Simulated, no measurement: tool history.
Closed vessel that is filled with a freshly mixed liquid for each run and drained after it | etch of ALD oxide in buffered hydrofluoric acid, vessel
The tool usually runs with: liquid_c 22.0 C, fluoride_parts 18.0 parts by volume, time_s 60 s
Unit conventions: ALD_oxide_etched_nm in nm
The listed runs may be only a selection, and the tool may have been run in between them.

run    hour  liquid_c  fluoride_parts  time_s  wafers since the last listed run  hours since the thermometer was replaced  hours since the hydrofluoric acid flow meter was replaced  hours since the gauge calibration  read-back film thickness of the ALD oxide reference wafer, read on the same gauge (nm)  ALD_oxide_etched_nm
  1     0.0      22.0            18.0      60                                 0                                     166.6                                                     1117.7                              944.4                                                                                   29.99                59.49
  2    51.2      22.0            18.0      60                              3417                                     217.8                                                     1168.9                              995.6                                                                                   29.99                59.86
  3    98.2      22.0            18.0      60                              3136                                     264.8                                                     1215.9                             1042.6                                                                                   29.98                58.84
  4   140.4      24.0            18.0      60                              2816                                     307.0                                                     1258.1                             1084.8                                                                                   30.02                65.95
  5   218.5      24.0            18.0      60                              5212                                     385.1                                                     1336.2                             1162.9                                                                                   30.01                67.90
  6   324.4      22.0            18.0      40                              7067                                     491.0                                                     1442.1                             1268.8                                                                                   29.98                40.09
  7   425.5      22.0            18.0      40                              6747                                     592.1                                                     1543.2                             1369.9                                                                                   30.05                41.94
  8   522.3      22.0            18.0      40                              6460                                     688.9                                                     1640.0                             1466.7                                                                                   30.02                41.64
  9   578.1      22.0            18.0      60                              3724                                     744.7                                                     1695.8                             1522.5                                                                                   30.02                63.66
      600.1  -- thermometer replaced
 10   681.4      22.0            18.0      60                              6827                                      81.3                                                     1799.1                             1625.8                                                                                   30.02                67.47
 11   757.2      22.0            24.0      35                              5058                                     157.1                                                     1874.9                             1701.6                                                                                   30.06                31.27
 12   841.4      20.5            12.0      60                              5619                                     241.3                                                     1959.1                             1785.8                                                                                   29.99                94.98
 13   927.5      22.0            18.0      60                              5746                                     327.4                                                     2045.2                             1871.9                                                                                   30.01                68.80
      947.8  -- thermometer replaced, repeated, since the last time left the tool worse
      956.5  -- hydrofluoric acid flow meter replaced
 14   982.5      17.5            20.0      80                              3537                                      34.7                                                       26.0                             1926.9                                                                                   30.02                55.10
 15  1075.5      22.0            18.0      75                              6206                                     127.7                                                      119.0                             2019.9                                                                                   29.99                74.14
 16  1174.3      22.0            18.0      60                              6593                                     226.5                                                      217.8                             2118.7                                                                                   29.97                59.15
 17  1258.2      20.5            15.5      95                              5599                                     310.4                                                      301.7                             2202.6                                                                                   30.01               102.24
     1265.3  -- gauge calibrated
 18  1348.6      17.5            14.0      30                              6033                                     400.8                                                      392.1                               83.3                                                                                   30.00                30.57
     1626.2  -- thermometer replaced
 19  1635.3      22.0            18.0      60                             19067                                       9.1                                                      678.8                              370.0                                                                                   29.98                57.38
 20  1717.7      26.5            24.0      40                              5499                                      91.5                                                      761.2                              452.4                                                                                   29.96                40.59

Hidden state at the last listed run before each entry between runs and at the first one after, where it differs:
From run 9 to run 10: thermometer replaced (hour 600.1)
  liquid hotter than its thermometer reads (K): 1.42 -> 2.67
  measured value less the no-hidden-state value, ALD_oxide_etched_nm: +4.79 -> +9.20 nm
From run 13 to run 14: thermometer replaced, repeated, since the last time left the tool worse (hour 947.8); hydrofluoric acid flow meter replaced (hour 956.5)
  liquid hotter than its thermometer reads (K): 3.1 -> 0.133
  measured value less the no-hidden-state value, ALD_oxide_etched_nm: +10.76 -> +0.41 nm
From run 17 to run 18: gauge calibrated (hour 1265.3)
  liquid hotter than its thermometer reads (K): 0.615 -> 0.774
  measured value less the no-hidden-state value, ALD_oxide_etched_nm: +3.48 -> +1.30 nm
From run 18 to run 19: thermometer replaced (hour 1626.2)
  liquid hotter than its thermometer reads (K): 0.774 -> 0.17
  measured value less the no-hidden-state value, ALD_oxide_etched_nm: +1.30 -> +0.54 nm
